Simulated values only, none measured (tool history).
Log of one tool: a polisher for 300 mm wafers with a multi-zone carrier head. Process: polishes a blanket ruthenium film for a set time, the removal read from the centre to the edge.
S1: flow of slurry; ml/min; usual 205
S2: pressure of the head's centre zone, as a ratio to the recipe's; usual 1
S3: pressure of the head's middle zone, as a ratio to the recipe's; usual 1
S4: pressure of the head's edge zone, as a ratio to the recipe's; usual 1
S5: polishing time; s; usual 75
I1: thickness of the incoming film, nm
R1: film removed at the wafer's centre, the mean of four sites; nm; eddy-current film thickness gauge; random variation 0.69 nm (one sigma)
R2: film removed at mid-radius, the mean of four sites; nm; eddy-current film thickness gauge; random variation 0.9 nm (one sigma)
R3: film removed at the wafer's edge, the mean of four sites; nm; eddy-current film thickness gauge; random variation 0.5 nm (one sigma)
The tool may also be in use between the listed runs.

run     day   S1    S2    S3    S4  S5     I1    R1    R2    R3
  1       0  205     1     1     1  75  590.5  64.4  65.7  64.3
  2   1.733  170  0.94     1   0.9  53  585.1  42.5  46.2    44
      3.508  -- carrier head's membrane replaced by a new one
  3   3.529  205   1.1     1     1  55  585.6  53.1  48.6  47.6
  4   5.412  185  1.08     1  1.09  55  584.2    50  46.6  48.8
  5     8.1  205  0.89     1     1  63  585.7    49  54.4  54.3
  6   9.608  265  0.96     1  0.93  58  600.2    52  53.2  51.1
  7  10.633  205     1     1     1  60  588.5  51.8  52.4    53
  8    12.8  245   1.1     1  0.89  59  581.2  58.9    53  50.2
  9    14.4  205     1     1     1  75  589.3  66.1  65.4  65.1
 10  15.488  170     1  1.11     1  75  602.6  63.6    71  63.8
     16.804  -- slurry nozzle cleaned
     18.471  -- worn pad replaced by a new one
 11  22.404  160  0.93  1.05  1.05  75  585.1  59.1  65.8  64.3
 12  26.979  205     1  0.92     1  75  592.1  68.5  59.7    65
 13  28.633  205     1     1     1  83  586.5  75.7  72.7  71.8
 14   30.65  205     1     1     1  75  584.5  68.5  64.1  65.4
 15  33.417  245     1     1  1.12  75  591.4  71.1    68  68.7
 16  36.038  205     1     1     1  82  596.7  78.3  71.2  72.3
     36.375  -- slurry nozzle cleaned
 17  37.604  160  0.93  1.05  1.05  75  595.1  63.2  65.3  63.7
     38.117  -- worn pad replaced by a new one
 18  39.558  205  1.04  0.89     1  53  585.2  51.7  41.6  46.6
     40.546  -- centre zone pressure recalibrated
     42.325  -- edge zone pressure recalibrated
 19  46.112  275  0.95  1.08     1  53  590.1  46.9  50.6  47.3
 20  47.854  205     1  0.91     1  56  583.9  49.3  45.6  48.6
 21  49.729  270     1     1  1.12  75  581.6  69.6  66.9  70.2
 22  52.633  205     1     1     1  75  590.8  67.3  64.1  65.1

4 ways to go on from here, each from the tool as it stands after run 22. What would each give?
  A  52.65  205     1   1     1  75  585.2   ?   ?   ?
  B  52.65  205  1.09   1  0.89  75  585.2   ?   ?   ?
  C  52.65  165     1   1     1  75  585.2   ?   ?   ?
  D  52.65  205     1   1  0.94  75  585.2   ?   ?   ?

run    R1    R2    R3
  A  67.9  66.3  65.3
  B  74.1  66.3  63.2
  C  65.1  63.9  63.5
  D  67.9  66.4  64.2
Without the tool's hidden state the same runs would have given:
run    R1    R2    R3
  A  66.6  66.4  65.3
  B  72.6  66.3  63.2
  C  63.8  63.9  63.5
  D  66.6  66.4  64.2

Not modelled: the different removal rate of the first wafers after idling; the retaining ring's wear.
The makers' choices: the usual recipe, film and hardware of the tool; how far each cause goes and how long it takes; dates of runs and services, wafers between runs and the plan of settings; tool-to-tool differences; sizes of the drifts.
